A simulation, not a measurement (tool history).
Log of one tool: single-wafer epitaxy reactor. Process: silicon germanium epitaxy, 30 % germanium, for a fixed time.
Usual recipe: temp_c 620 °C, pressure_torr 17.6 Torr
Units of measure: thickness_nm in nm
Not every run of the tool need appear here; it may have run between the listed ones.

| run | hour | temp_c | pressure_torr | wafers since the last listed run | hours since the last pyrometer calibration | hours since the last manometer calibration | hours since the showerhead was replaced | hours since the gauge calibration | read-back reference wafer on the same gauge, thickness_nm | thickness_nm |
|---|---|---|---|---|---|---|---|---|---|---|
| 1 | 0 | 620 | 16.5 | 0 | 901.2 | 2357.3 | 4045 | 221.5 | 75.993 | 68.429 |
| 2 | 35.3 | 614 | 20.9 | 988 | 936.5 | 2392.6 | 4080.3 | 256.8 | 75.87 | 67.214 |
| 3 | 48.5 | 614 | 20.9 | 369 | 949.7 | 2405.8 | 4093.5 | 270 | 75.873 | 66.828 |
| 4 | 65.1 | 628 | 17.6 | 464 | 966.3 | 2422.4 | 4110.1 | 286.6 | 75.89 | 78.547 |
| 5 | 93.7 | 628 | 17.6 | 800 | 994.9 | 2451 | 4138.7 | 315.2 | 75.991 | 78.686 |
| 6 | 121 | 628 | 17.6 | 764 | 1022.2 | 2478.3 | 4166 | 342.5 | 75.918 | 78.21 |
| 7 | 153.1 | 624 | 17.6 | 898 | 1054.3 | 2510.4 | 4198.1 | 374.6 | 75.805 | 73.545 |
| 8 | 182.8 | 624 | 17.6 | 831 | 1084 | 2540.1 | 4227.8 | 404.3 | 75.906 | 74.406 |
|  | 231 | gauge calibrated |
|  | 259.7 | capacitance manometer re-zeroed and calibrated |
|  | 271.6 | pyrometer calibrated |
| 9 | 272.1 | 617 | 15.7 | 2052 | 0.5 | 12.4 | 4317.1 | 41.1 | 75.924 | 61.932 |
| 10 | 299.8 | 610 | 16.4 | 775 | 28.2 | 40.1 | 4344.8 | 68.8 | 75.8 | 56.407 |
| 11 | 326.9 | 610 | 16.4 | 758 | 55.3 | 67.2 | 4371.9 | 95.9 | 75.877 | 55.876 |
|  | 360.2 | showerhead replaced |
| 12 | 360.7 | 627 | 17.6 | 722 | 89.1 | 101 | 0.5 | 129.7 | 75.955 | 74.466 |
| 13 | 371.2 | 627 | 17.6 | 293 | 99.6 | 111.5 | 11 | 140.2 | 75.777 | 74.524 |
| 14 | 397.5 | 620 | 17.6 | 736 | 125.9 | 137.8 | 37.3 | 166.5 | 76.043 | 66.935 |
|  | 412.1 | pyrometer calibrated, repeated, since the last time left the tool worse |
| 15 | 425.8 | 626 | 13.5 | 568 | 13.7 | 166.1 | 65.6 | 194.8 | 76.012 | 72.18 |
| 16 | 458.5 | 620 | 17.6 | 915 | 46.4 | 198.8 | 98.3 | 227.5 | 75.992 | 71.376 |
| 17 | 489 | 627 | 20.3 | 853 | 76.9 | 229.3 | 128.8 | 258 | 75.951 | 83.029 |
| 18 | 506.4 | 634 | 15.8 | 487 | 94.3 | 246.7 | 146.2 | 275.4 | 75.838 | 85.227 |
| 19 | 540.1 | 620 | 17.6 | 943 | 128 | 280.4 | 179.9 | 309.1 | 75.954 | 70.883 |
| 20 | 556.9 | 609 | 19.4 | 470 | 144.8 | 297.2 | 196.7 | 325.9 | 75.866 | 61.682 |
| 21 | 574.8 | 633 | 15.8 | 501 | 162.7 | 315.1 | 214.6 | 343.8 | 75.874 | 83.232 |
| 22 | 591.6 | 627 | 15.6 | 470 | 179.5 | 331.9 | 231.4 | 360.6 | 76.043 | 75.952 |
| 23 | 622 | 611 | 15.7 | 851 | 209.9 | 362.3 | 261.8 | 391 | 75.894 | 59.484 |
| 24 | 634.2 | 633 | 19.2 | 341 | 222.1 | 374.5 | 274 | 403.2 | 75.927 | 89.789 |
| 25 | 663.1 | 626 | 19 | 809 | 251 | 403.4 | 302.9 | 432.1 | 75.848 | 79.776 |
| 26 | 694.5 | 608 | 18.8 | 879 | 282.4 | 434.8 | 334.3 | 463.5 | 75.941 | 59.576 |
|  | 709.5 | gauge calibrated |
| 27 | 728.4 | 620 | 17.6 | 949 | 316.3 | 468.7 | 368.2 | 18.9 | 75.833 | 70.764 |

Alternative continuations, all from the tool just after run 27; predict every row:
| A | 728.8 | 620 | 17.6 | 11 | 316.7 | 469.1 | 368.6 | 19.3 | ? | ? |
| B | 728.8 | 611 | 19 | 11 | 316.7 | 469.1 | 368.6 | 19.3 | ? | ? |
| C | 728.8 | 614 | 17.6 | 11 | 316.7 | 469.1 | 368.6 | 19.3 | ? | ? |
| D | 728.8 | 608 | 14.5 | 11 | 316.7 | 469.1 | 368.6 | 19.3 | ? | ? |
| E | 728.8 | 631 | 21.3 | 11 | 316.7 | 469.1 | 368.6 | 19.3 | ? | ? |

| run | read-back reference wafer on the same gauge, thickness_nm | thickness_nm |
|---|---|---|
| A | 75.911 | 70.608 |
| B | 75.911 | 63.001 |
| C | 75.911 | 64.339 |
| D | 75.911 | 54.927 |
| E | 75.911 | 89.107 |
Stripped of hidden state, with their random variation kept, the same runs would have yielded:
| run | thickness_nm |
|---|---|
| A | 72.095 |
| B | 64.352 |
| C | 65.711 |
| D | 56.112 |
| E | 90.944 |

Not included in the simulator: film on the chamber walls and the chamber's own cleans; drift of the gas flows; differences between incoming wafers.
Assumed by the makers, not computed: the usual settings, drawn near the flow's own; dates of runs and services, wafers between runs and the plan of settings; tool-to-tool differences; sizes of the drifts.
